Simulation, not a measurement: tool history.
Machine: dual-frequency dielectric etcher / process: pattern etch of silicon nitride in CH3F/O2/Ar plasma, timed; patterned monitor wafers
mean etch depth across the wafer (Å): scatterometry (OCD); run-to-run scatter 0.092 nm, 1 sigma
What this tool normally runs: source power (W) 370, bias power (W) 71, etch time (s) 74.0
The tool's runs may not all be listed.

run     day  source power (W)  bias power (W)  etch time (s)  wafers since the last listed run  hours since the last wet clean  hours since the last source power generator calibration  hours since the last bias power generator calibration  hours since the last upper electrode change  hours since the gauge calibration  read-back reference wafer on the same gauge, depth_nm  mean etch depth across the wafer (Å)
  1   0.000               370              71           74.0                                 0                           353.7                                                   2615.0                                                 2221.5                                       2656.5                             1291.6                                                   58.8                                   477
  2   1.821               370              71           74.0                               533                           397.4                                                   2658.7                                                 2265.2                                       2700.2                             1335.3                                                   58.8                                   478
  3   3.392               370              71           74.0                               460                           435.1                                                   2696.4                                                 2302.9                                       2737.9                             1373.0                                                   58.8                                   478
  4   6.317               370              71           59.0                               857                           505.3                                                   2766.6                                                 2373.1                                       2808.1                             1443.2                                                   58.8                                   381
      8.225  -- wet clean of the chamber
  5   8.246               430              71           74.0                               272                             0.5                                                   2812.9                                                 2419.4                                       2854.4                             1489.5                                                   58.8                                   500
  6  10.633               430              71           74.0                               700                            57.8                                                   2870.2                                                 2476.7                                       2911.7                             1546.8                                                   58.8                                   500
  7  12.525               370              71           74.0                               554                           103.2                                                   2915.6                                                 2522.1                                       2957.1                             1592.2                                                   58.8                                   477
  8  15.733               370              71           74.0                               940                           180.2                                                   2992.6                                                 2599.1                                       3034.1                             1669.2                                                   58.8                                   476
  9  18.062               370              71           74.0                               682                           236.1                                                   3048.5                                                 2655.0                                       3090.0                             1725.1                                                   58.8                                   477
     18.733  -- bias power generator calibrated
 10  19.608               370              80           74.0                               404                           273.2                                                   3085.6                                                   21.0                                       3127.1                             1762.2                                                   58.8                                   503
     20.400  -- source power generator calibrated
 11  21.600               370              71           74.0                               535                           321.0                                                     28.8                                                   68.8                                       3174.9                             1810.0                                                   58.8                                   490
     23.058  -- gauge calibrated
 12  24.258               370              71           74.0                               779                           384.8                                                     92.6                                                  132.6                                       3238.7                               28.8                                                   58.8                                   490
 13  25.904               370              71           74.0                               482                           424.3                                                    132.1                                                  172.1                                       3278.2                               68.3                                                   58.8                                   491
     29.042  -- wet clean of the chamber
 14  29.062               370              71           74.0                               632                             0.5                                                    207.9                                                  247.9                                       3354.0                              144.1                                                   58.8                                   488
 15  30.000               370              55           95.5                               274                            23.0                                                    230.4                                                  270.4                                       3376.5                              166.6                                                   58.8                                   585
 16  31.183               400              82           83.0                               346                            51.4                                                    258.8                                                  298.8                                       3404.9                              195.0                                                   58.8                                   584

Run 17 comes next. What will it give?
 17  33.467               370              60           54.5                               669                           106.2                                                    313.6                                                  353.6                                       3459.7                              249.8                                                      ?                                     ?

Run 17 gave read-back reference wafer on the same gauge, depth_nm 58.8, mean etch depth across the wafer (Å) 342.
Minus the tool's unlogged condition, the same run would have read mean etch depth across the wafer (Å) 344.
